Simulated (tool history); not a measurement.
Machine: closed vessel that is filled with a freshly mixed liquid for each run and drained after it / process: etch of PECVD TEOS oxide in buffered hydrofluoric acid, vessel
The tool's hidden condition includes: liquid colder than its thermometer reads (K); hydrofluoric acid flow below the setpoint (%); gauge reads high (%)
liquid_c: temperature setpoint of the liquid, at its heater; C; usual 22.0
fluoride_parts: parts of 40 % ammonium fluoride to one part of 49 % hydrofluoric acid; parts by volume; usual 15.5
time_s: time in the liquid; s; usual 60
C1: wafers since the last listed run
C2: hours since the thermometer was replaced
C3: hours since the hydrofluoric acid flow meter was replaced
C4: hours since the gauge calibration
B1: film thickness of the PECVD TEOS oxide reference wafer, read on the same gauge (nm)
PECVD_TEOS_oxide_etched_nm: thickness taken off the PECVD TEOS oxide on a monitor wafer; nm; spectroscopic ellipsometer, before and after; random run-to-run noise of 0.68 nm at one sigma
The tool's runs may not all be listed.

{"run": 1, "hour": 0.0, "liquid_c": 22.0, "fluoride_parts": 15.5, "time_s": 80, "C1": 0, "C2": 653.4, "C3": 318.2, "C4": 403.3, "B1": 70.44, "PECVD_TEOS_oxide_etched_nm": 114.5}
{"run": 2, "hour": 71.5, "liquid_c": 22.0, "fluoride_parts": 15.5, "time_s": 70, "C1": 6590, "C2": 724.9, "C3": 389.7, "C4": 474.8, "B1": 70.38, "PECVD_TEOS_oxide_etched_nm": 98.97}
{"run": 3, "hour": 111.6, "liquid_c": 22.0, "fluoride_parts": 15.5, "time_s": 60, "C1": 3696, "C2": 765.0, "C3": 429.8, "C4": 514.9, "B1": 70.26, "PECVD_TEOS_oxide_etched_nm": 86.82}
{"run": 4, "hour": 137.1, "liquid_c": 22.0, "fluoride_parts": 15.5, "time_s": 60, "C1": 2350, "C2": 790.5, "C3": 455.3, "C4": 540.4, "B1": 70.3, "PECVD_TEOS_oxide_etched_nm": 85.83}
{"run": 5, "hour": 168.7, "liquid_c": 22.0, "fluoride_parts": 11.5, "time_s": 45, "C1": 2912, "C2": 822.1, "C3": 486.9, "C4": 572.0, "B1": 70.24, "PECVD_TEOS_oxide_etched_nm": 85.72}
{"run": 6, "hour": 193.7, "liquid_c": 22.0, "fluoride_parts": 19.5, "time_s": 60, "C1": 2304, "C2": 847.1, "C3": 511.9, "C4": 597.0, "B1": 70.26, "PECVD_TEOS_oxide_etched_nm": 68.78}
{"run": 7, "hour": 258.1, "liquid_c": 22.0, "fluoride_parts": 13.5, "time_s": 60, "C1": 5936, "C2": 911.5, "C3": 576.3, "C4": 661.4, "B1": 70.18, "PECVD_TEOS_oxide_etched_nm": 96.38}
{"run": 8, "hour": 289.7, "liquid_c": 22.0, "fluoride_parts": 15.5, "time_s": 60, "C1": 2912, "C2": 943.1, "C3": 607.9, "C4": 693.0, "B1": 70.08, "PECVD_TEOS_oxide_etched_nm": 84.65}
{"run": 9, "hour": 500.0, "liquid_c": 22.0, "fluoride_parts": 14.0, "time_s": 60, "C1": 19385, "C2": 1153.4, "C3": 818.2, "C4": 903.3, "B1": 69.75, "PECVD_TEOS_oxide_etched_nm": 93.08}
{"run": 10, "hour": 540.6, "liquid_c": 22.0, "fluoride_parts": 14.0, "time_s": 60, "C1": 3742, "C2": 1194.0, "C3": 858.8, "C4": 943.9, "B1": 69.67, "PECVD_TEOS_oxide_etched_nm": 94.91}
{"hour": 565.3, "done": "hydrofluoric acid flow meter replaced"}
{"run": 11, "hour": 596.9, "liquid_c": 22.0, "fluoride_parts": 19.0, "time_s": 85, "C1": 5097, "C2": 1250.3, "C3": 31.6, "C4": 1000.2, "B1": 69.58, "PECVD_TEOS_oxide_etched_nm": 98.25}
{"run": 12, "hour": 655.3, "liquid_c": 18.5, "fluoride_parts": 15.5, "time_s": 60, "C1": 5383, "C2": 1308.7, "C3": 90.0, "C4": 1058.6, "B1": 69.46, "PECVD_TEOS_oxide_etched_nm": 68.28}
{"run": 13, "hour": 698.3, "liquid_c": 22.0, "fluoride_parts": 15.5, "time_s": 45, "C1": 3963, "C2": 1351.7, "C3": 133.0, "C4": 1101.6, "B1": 69.35, "PECVD_TEOS_oxide_etched_nm": 63.41}
{"run": 14, "hour": 751.7, "liquid_c": 22.0, "fluoride_parts": 15.5, "time_s": 45, "C1": 4922, "C2": 1405.1, "C3": 186.4, "C4": 1155.0, "B1": 69.23, "PECVD_TEOS_oxide_etched_nm": 62.8}
{"run": 15, "hour": 807.1, "liquid_c": 23.5, "fluoride_parts": 10.5, "time_s": 60, "C1": 5106, "C2": 1460.5, "C3": 241.8, "C4": 1210.4, "B1": 69.13, "PECVD_TEOS_oxide_etched_nm": 133.81}
{"run": 16, "hour": 859.9, "liquid_c": 19.5, "fluoride_parts": 12.5, "time_s": 75, "C1": 4867, "C2": 1513.3, "C3": 294.6, "C4": 1263.2, "B1": 68.97, "PECVD_TEOS_oxide_etched_nm": 113.56}
{"run": 17, "hour": 928.2, "liquid_c": 22.0, "fluoride_parts": 11.5, "time_s": 80, "C1": 6295, "C2": 1581.6, "C3": 362.9, "C4": 1331.5, "B1": 68.79, "PECVD_TEOS_oxide_etched_nm": 151.29}
{"run": 18, "hour": 969.3, "liquid_c": 22.0, "fluoride_parts": 15.5, "time_s": 45, "C1": 3788, "C2": 1622.7, "C3": 404.0, "C4": 1372.6, "B1": 68.64, "PECVD_TEOS_oxide_etched_nm": 61.98}
{"run": 19, "hour": 1159.5, "liquid_c": 19.0, "fluoride_parts": 15.5, "time_s": 60, "C1": 17532, "C2": 1812.9, "C3": 594.2, "C4": 1562.8, "B1": 68.08, "PECVD_TEOS_oxide_etched_nm": 69.99}
{"run": 20, "hour": 1218.0, "liquid_c": 22.0, "fluoride_parts": 18.5, "time_s": 60, "C1": 5392, "C2": 1871.4, "C3": 652.7, "C4": 1621.3, "B1": 67.97, "PECVD_TEOS_oxide_etched_nm": 69.86}
{"run": 21, "hour": 1262.5, "liquid_c": 22.0, "fluoride_parts": 15.5, "time_s": 60, "C1": 4102, "C2": 1915.9, "C3": 697.2, "C4": 1665.8, "B1": 67.77, "PECVD_TEOS_oxide_etched_nm": 82.98}
{"hour": 1275.8, "done": "gauge calibrated"}
{"hour": 1279.1, "done": "thermometer replaced"}
{"run": 22, "hour": 1318.7, "liquid_c": 19.5, "fluoride_parts": 20.0, "time_s": 35, "C1": 5088, "C2": 39.6, "C3": 753.4, "C4": 42.9, "B1": 71.07, "PECVD_TEOS_oxide_etched_nm": 33.38}
{"hour": 1331.0, "done": "hydrofluoric acid flow meter replaced"}
{"run": 23, "hour": 1366.9, "liquid_c": 20.5, "fluoride_parts": 12.5, "time_s": 70, "C1": 4350, "C2": 87.8, "C3": 35.9, "C4": 91.1, "B1": 71.09, "PECVD_TEOS_oxide_etched_nm": 113.43}
{"run": 24, "hour": 1402.9, "liquid_c": 22.0, "fluoride_parts": 15.5, "time_s": 60, "C1": 3318, "C2": 123.8, "C3": 71.9, "C4": 127.1, "B1": 71.07, "PECVD_TEOS_oxide_etched_nm": 86.58}
{"run": 25, "hour": 1460.7, "liquid_c": 18.0, "fluoride_parts": 21.0, "time_s": 60, "C1": 5328, "C2": 181.6, "C3": 129.7, "C4": 184.9, "B1": 71.12, "PECVD_TEOS_oxide_etched_nm": 51.24}
{"run": 26, "hour": 1504.3, "liquid_c": 19.5, "fluoride_parts": 15.5, "time_s": 60, "C1": 4019, "C2": 225.2, "C3": 173.3, "C4": 228.5, "B1": 71.02, "PECVD_TEOS_oxide_etched_nm": 75.43}
{"run": 27, "hour": 1571.6, "liquid_c": 22.0, "fluoride_parts": 10.0, "time_s": 60, "C1": 6203, "C2": 292.5, "C3": 240.6, "C4": 295.8, "B1": 70.93, "PECVD_TEOS_oxide_etched_nm": 132.29}
{"run": 28, "hour": 1615.1, "liquid_c": 20.5, "fluoride_parts": 18.5, "time_s": 35, "C1": 4009, "C2": 336.0, "C3": 284.1, "C4": 339.3, "B1": 70.95, "PECVD_TEOS_oxide_etched_nm": 38.67}
{"run": 29, "hour": 1673.2, "liquid_c": 19.5, "fluoride_parts": 17.0, "time_s": 80, "C1": 5355, "C2": 394.1, "C3": 342.2, "C4": 397.4, "B1": 70.91, "PECVD_TEOS_oxide_etched_nm": 91.61}
{"run": 30, "hour": 1732.3, "liquid_c": 22.0, "fluoride_parts": 15.5, "time_s": 75, "C1": 5447, "C2": 453.2, "C3": 401.3, "C4": 456.5, "B1": 70.86, "PECVD_TEOS_oxide_etched_nm": 106.15}
{"run": 31, "hour": 1759.9, "liquid_c": 22.0, "fluoride_parts": 15.5, "time_s": 60, "C1": 2544, "C2": 480.8, "C3": 428.9, "C4": 484.1, "B1": 70.84, "PECVD_TEOS_oxide_etched_nm": 85.72}

Forecast each of these 5 alternatives for the next run:
{"run": "A", "hour": 1760.6, "liquid_c": 22.0, "fluoride_parts": 15.5, "time_s": 60, "C1": 64, "C2": 481.5, "C3": 429.6, "C4": 484.8, "B1": "?", "PECVD_TEOS_oxide_etched_nm": "?"}
{"run": "B", "hour": 1760.6, "liquid_c": 18.0, "fluoride_parts": 15.5, "time_s": 50, "C1": 64, "C2": 481.5, "C3": 429.6, "C4": 484.8, "B1": "?", "PECVD_TEOS_oxide_etched_nm": "?"}
{"run": "C", "hour": 1760.6, "liquid_c": 22.0, "fluoride_parts": 13.0, "time_s": 80, "C1": 64, "C2": 481.5, "C3": 429.6, "C4": 484.8, "B1": "?", "PECVD_TEOS_oxide_etched_nm": "?"}
{"run": "D", "hour": 1760.6, "liquid_c": 17.0, "fluoride_parts": 10.0, "time_s": 70, "C1": 64, "C2": 481.5, "C3": 429.6, "C4": 484.8, "B1": "?", "PECVD_TEOS_oxide_etched_nm": "?"}
{"run": "E", "hour": 1760.6, "liquid_c": 22.0, "fluoride_parts": 21.5, "time_s": 60, "C1": 64, "C2": 481.5, "C3": 429.6, "C4": 484.8, "B1": "?", "PECVD_TEOS_oxide_etched_nm": "?"}

run=A B1=70.85 PECVD_TEOS_oxide_etched_nm=85.84
run=B B1=70.85 PECVD_TEOS_oxide_etched_nm=57.16
run=C B1=70.85 PECVD_TEOS_oxide_etched_nm=136.02
run=D B1=70.85 PECVD_TEOS_oxide_etched_nm=116.11
run=E B1=70.85 PECVD_TEOS_oxide_etched_nm=63.52
Had the tool no hidden state, the same runs would have come out as:
run=A PECVD_TEOS_oxide_etched_nm=84.82
run=B PECVD_TEOS_oxide_etched_nm=56.48
run=C PECVD_TEOS_oxide_etched_nm=134.42
run=D PECVD_TEOS_oxide_etched_nm=114.74
run=E PECVD_TEOS_oxide_etched_nm=62.77

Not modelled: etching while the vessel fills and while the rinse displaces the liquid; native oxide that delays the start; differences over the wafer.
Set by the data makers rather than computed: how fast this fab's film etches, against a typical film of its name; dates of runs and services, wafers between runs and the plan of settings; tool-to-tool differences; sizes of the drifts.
